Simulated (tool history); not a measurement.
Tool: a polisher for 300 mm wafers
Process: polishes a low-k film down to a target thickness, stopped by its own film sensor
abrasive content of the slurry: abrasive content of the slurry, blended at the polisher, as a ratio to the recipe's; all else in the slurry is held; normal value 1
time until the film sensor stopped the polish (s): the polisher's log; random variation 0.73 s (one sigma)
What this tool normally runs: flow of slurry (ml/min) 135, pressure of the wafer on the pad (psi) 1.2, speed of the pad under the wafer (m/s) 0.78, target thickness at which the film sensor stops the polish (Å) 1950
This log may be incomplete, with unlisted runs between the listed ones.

run	hour	flow of slurry (ml/min)	pressure of the wafer on the pad (psi)	speed of the pad under the wafer (m/s)	abrasive content of the slurry	target thickness at which the film sensor stops the polish (Å)	wafers since the last listed run	wafers polished on this pad	hours since the slurry nozzle was cleaned	hours since the head pressure was calibrated	hours since the slurry blender was calibrated	hours since the conditioning disc was replaced	incoming thickness of the incoming film, nm	time until the film sensor stopped the polish (s)
1	0	135	1.2	0.78	1	1950	0	244	482.7	262.8	88.3	211	209.6	71.1
# hour 8.2: conditioning disc replaced and pad reconditioned
2	14.5	145	1.2	0.78	1	1950	130	375	497.2	277.3	102.8	6.3	209	67.2
3	49.6	145	1.2	0.78	1	1950	367	743	532.3	312.4	137.9	41.4	209.9	71.1
4	82.2	145	1.2	0.78	1	1950	341	1084	564.9	345	170.5	74	211.8	81.3
5	102.3	135	1.3	0.78	1	1950	210	1295	585	365.1	190.6	94.1	210.9	70.3
# hour 119.4: slurry blender recalibrated
6	127.2	135	1.2	0.68	1	1950	239	1535	609.9	390	7.8	119	210.9	85.8
# hour 131.6: head pressure recalibrated
# hour 153.3: worn pad replaced by a new one
7	157.1	135	1.2	0.78	0.9	1940	250	39	639.8	25.5	37.7	148.9	211.7	90.3
8	184.3	135	1.2	0.78	1	1950	284	324	667	52.7	64.9	176.1	207.4	60
# hour 199.2: conditioning disc replaced and pad reconditioned
# hour 201.2: slurry nozzle cleaned
9	202.9	135	1.2	0.78	1	1950	163	487	1.7	71.3	83.5	3.7	210.8	71.1
10	220.9	95	1.2	0.52	1	1930	188	676	19.7	89.3	101.5	21.7	213.1	129.3
# hour 282: slurry blender recalibrated
11	289.1	155	1.2	0.78	1	1950	693	1369	87.9	157.5	7.1	89.9	208	58.6
# hour 312.5: worn pad replaced by a new one
12	315.7	105	1.4	0.7	1	1950	236	33	114.5	184.1	33.7	116.5	209.2	63.9
13	337.4	135	1.2	0.7	1	1950	227	260	136.2	205.8	55.4	138.2	206.8	59.8
14	349.9	110	1.5	0.78	1	1950	130	391	148.7	218.3	67.9	150.7	210	55.9
# hour 383.4: conditioning disc replaced and pad reconditioned
15	383.8	160	1.5	0.78	0.85	1930	334	725	182.6	252.2	101.8	0.4	207.8	57.7
16	399.1	150	1.2	0.78	1	1930	160	886	197.9	267.5	117.1	15.7	207.9	68.2
17	416.9	135	1.2	0.78	1	1950	186	1072	215.7	285.3	134.9	33.5	209.2	65.8
18	450	115	1.2	0.56	1	1950	346	1419	248.8	318.4	168	66.6	209.6	91.4
# hour 459.5: head pressure recalibrated
# hour 464.5: slurry blender recalibrated
# hour 474.2: worn pad replaced by a new one
19	542.9	135	1.2	0.7	1	1910	889	719	341.7	83.4	78.4	159.5	205.8	77
20	565.2	135	1.2	0.78	1	1950	233	952	364	105.7	100.7	181.8	210.4	72.3
21	581.5	170	1.2	0.78	1	1920	170	1123	380.3	122	117	198.1	209.3	78.6
22	594.9	135	0.9	0.6	0.75	1950	140	1264	393.7	135.4	130.4	211.5	207.1	107.6
# hour 599.8: conditioning disc replaced and pad reconditioned
23	630.5	135	1.2	0.78	1.25	1950	351	1615	429.3	171	166	30.7	214.6	86.5
# hour 665: slurry blender recalibrated
# hour 667.1: worn pad replaced by a new one
24	667.6	135	1.5	0.78	1	1950	345	4	466.4	208.1	2.6	67.8	213.2	69.6
25	688.6	135	1.2	0.78	1	1980	219	224	487.4	229.1	23.6	88.8	209.7	55.5

Each row is a separate what-if for the run after 25, all from the same tool condition, not one after another. Results?
A	689	135	1.4	0.78	1	1950	4	228	487.8	229.5	24	89.2	210.4	?
B	689	165	1	0.78	1	1950	4	228	487.8	229.5	24	89.2	210.4	?
C	689	145	1.1	0.78	1	1900	4	228	487.8	229.5	24	89.2	210.4	?
D	689	105	1.5	0.9	1	1940	4	228	487.8	229.5	24	89.2	210.4	?

run	time until the film sensor stopped the polish (s)
A	63.5
B	85.9
C	105.7
D	58.8
With no hidden state in the tool, these same runs would have given:
run	time until the film sensor stopped the polish (s)
A	59.1
B	80.7
C	98.7
D	54.2

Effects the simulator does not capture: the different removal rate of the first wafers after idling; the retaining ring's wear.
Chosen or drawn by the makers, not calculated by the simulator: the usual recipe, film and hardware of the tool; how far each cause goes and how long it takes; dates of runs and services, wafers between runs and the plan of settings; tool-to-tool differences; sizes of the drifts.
